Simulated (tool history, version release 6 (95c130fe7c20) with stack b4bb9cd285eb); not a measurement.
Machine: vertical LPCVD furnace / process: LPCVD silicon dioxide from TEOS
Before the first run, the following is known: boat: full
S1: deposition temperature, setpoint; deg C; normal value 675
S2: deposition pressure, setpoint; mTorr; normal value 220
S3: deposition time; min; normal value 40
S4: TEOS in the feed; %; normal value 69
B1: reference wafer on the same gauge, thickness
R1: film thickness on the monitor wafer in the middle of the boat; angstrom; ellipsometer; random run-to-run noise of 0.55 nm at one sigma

{"run": 1, "hour": 0.0, "S1": 675, "S2": 240, "S3": 40, "S4": 64, "B1": 147.95, "R1": 1517.7}
{"run": 2, "hour": 178.6, "S1": 675, "S2": 240, "S3": 40, "S4": 64, "B1": 148.08, "R1": 1534}
{"run": 3, "hour": 255.6, "S1": 675, "S2": 220, "S3": 40, "S4": 69, "B1": 147.9, "R1": 1523.3}
{"run": 4, "hour": 320.8, "S1": 675, "S2": 220, "S3": 40, "S4": 64, "B1": 147.98, "R1": 1471.9}
{"run": 5, "hour": 362.7, "S1": 675, "S2": 220, "S3": 40, "S4": 64, "B1": 148.14, "R1": 1469.3}
{"run": 6, "hour": 448.2, "S1": 675, "S2": 220, "S3": 40, "S4": 58, "B1": 148.09, "R1": 1406.4}
{"run": 7, "hour": 545.6, "S1": 675, "S2": 220, "S3": 40, "S4": 58, "B1": 147.97, "R1": 1403.2}
{"run": 8, "hour": 638.2, "S1": 675, "S2": 220, "S3": 40, "S4": 58, "B1": 148.05, "R1": 1394.2}
{"run": 9, "hour": 740.3, "S1": 675, "S2": 220, "S3": 40, "S4": 69, "B1": 147.89, "R1": 1536.5}
{"run": 10, "hour": 843.7, "S1": 675, "S2": 220, "S3": 40, "S4": 69, "B1": 148.07, "R1": 1538.4}
{"run": 11, "hour": 963.4, "S1": 675, "S2": 220, "S3": 40, "S4": 69, "B1": 148.07, "R1": 1486.9}
{"run": 12, "hour": 1068.4, "S1": 675, "S2": 220, "S3": 40, "S4": 69, "B1": 147.9, "R1": 1500.7}
{"run": 13, "hour": 1175.5, "S1": 675, "S2": 250, "S3": 40, "S4": 69, "B1": 147.87, "R1": 1600.4}
{"run": 14, "hour": 1280.1, "S1": 681, "S2": 220, "S3": 40, "S4": 69, "B1": 148.01, "R1": 1749.2}
{"run": 15, "hour": 1346.1, "S1": 664, "S2": 220, "S3": 32, "S4": 74, "B1": 148.09, "R1": 968.5}
{"run": 16, "hour": 1415.6, "S1": 683, "S2": 195, "S3": 47, "S4": 78, "B1": 148.05, "R1": 2192.2}
{"run": 17, "hour": 1520.6, "S1": 686, "S2": 220, "S3": 35.5, "S4": 78, "B1": 148.1, "R1": 1877.5}
{"run": 18, "hour": 1585.4, "S1": 675, "S2": 220, "S3": 40, "S4": 69, "B1": 147.94, "R1": 1539.2}
{"run": 19, "hour": 1633.8, "S1": 686, "S2": 220, "S3": 47, "S4": 69, "B1": 148.05, "R1": 2366.5}
{"run": 20, "hour": 1715.2, "S1": 675, "S2": 220, "S3": 40, "S4": 69, "B1": 147.96, "R1": 1491.9}
{"run": 21, "hour": 1743.8, "S1": 669, "S2": 220, "S3": 46, "S4": 82, "B1": 147.83, "R1": 1620}
{"run": 22, "hour": 1826.9, "S1": 675, "S2": 220, "S3": 40, "S4": 58, "B1": 147.9, "R1": 1371.9}
{"run": 23, "hour": 1925.5, "S1": 675, "S2": 220, "S3": 40, "S4": 69, "B1": 147.94, "R1": 1504.3}
{"run": 24, "hour": 1984.3, "S1": 675, "S2": 195, "S3": 48.5, "S4": 69, "B1": 147.95, "R1": 1722.4}
{"run": 25, "hour": 2064.9, "S1": 675, "S2": 220, "S3": 49.5, "S4": 69, "B1": 148.06, "R1": 1856.7}
{"run": 26, "hour": 2122.6, "S1": 675, "S2": 175, "S3": 40, "S4": 64, "B1": 147.96, "R1": 1294.5}
{"run": 27, "hour": 2186.0, "S1": 680, "S2": 190, "S3": 40, "S4": 69, "B1": 148.08, "R1": 1579}
{"run": 28, "hour": 2271.8, "S1": 684, "S2": 220, "S3": 50.5, "S4": 79, "B1": 148.09, "R1": 2521}
{"run": 29, "hour": 2353.6, "S1": 665, "S2": 220, "S3": 40, "S4": 76, "B1": 147.88, "R1": 1239.2}
{"run": 30, "hour": 2432.1, "S1": 675, "S2": 220, "S3": 40, "S4": 69, "B1": 147.89, "R1": 1505.2}
{"run": 31, "hour": 2493.2, "S1": 675, "S2": 220, "S3": 40, "S4": 69, "B1": 147.99, "R1": 1511.4}
{"run": 32, "hour": 2566.8, "S1": 670, "S2": 195, "S3": 48, "S4": 81, "B1": 147.9, "R1": 1630.3}

Removed from this log: 4 entries logged between the listed runs. Between which two listed runs does each belong, and how does the tool's hidden state at the listed run before it compare with that at the listed run after it?
After run 9, before run 10: TEOS flow controller replaced (hour 843.2)
  true tube temperature minus thermocouple reading, K: 1.7 -> 1.72; true pressure minus gauge reading, mTorr: 8.91 -> 9.51
  what was measured, less what the result would be without the hidden state, R1: +91.7 -> +94.4 angstrom
After run 10, before run 11: thermocouples replaced and temperature profile calibrated (hour 897.8)
  true tube temperature minus thermocouple reading, K: 1.72 -> 0.232; true pressure minus gauge reading, mTorr: 9.51 -> 10.2
  what was measured, less what the result would be without the hidden state, R1: +94.4 -> +41.7 angstrom
After run 13, before run 14: gauge calibrated (hour 1254.9)
  true tube temperature minus thermocouple reading, K: 0.661 -> 0.823; true pressure minus gauge reading, mTorr: 11.6 -> 12.3
  what was measured, less what the result would be without the hidden state, R1: +61 -> +80.5 angstrom
After run 19, before run 20: pressure gauge zeroed (hour 1714.7)
  true tube temperature minus thermocouple reading, K: 1.2 -> 1.26; true pressure minus gauge reading, mTorr: 14.9 -> 1.41
  what was measured, less what the result would be without the hidden state, R1: +141 -> +50 angstrom
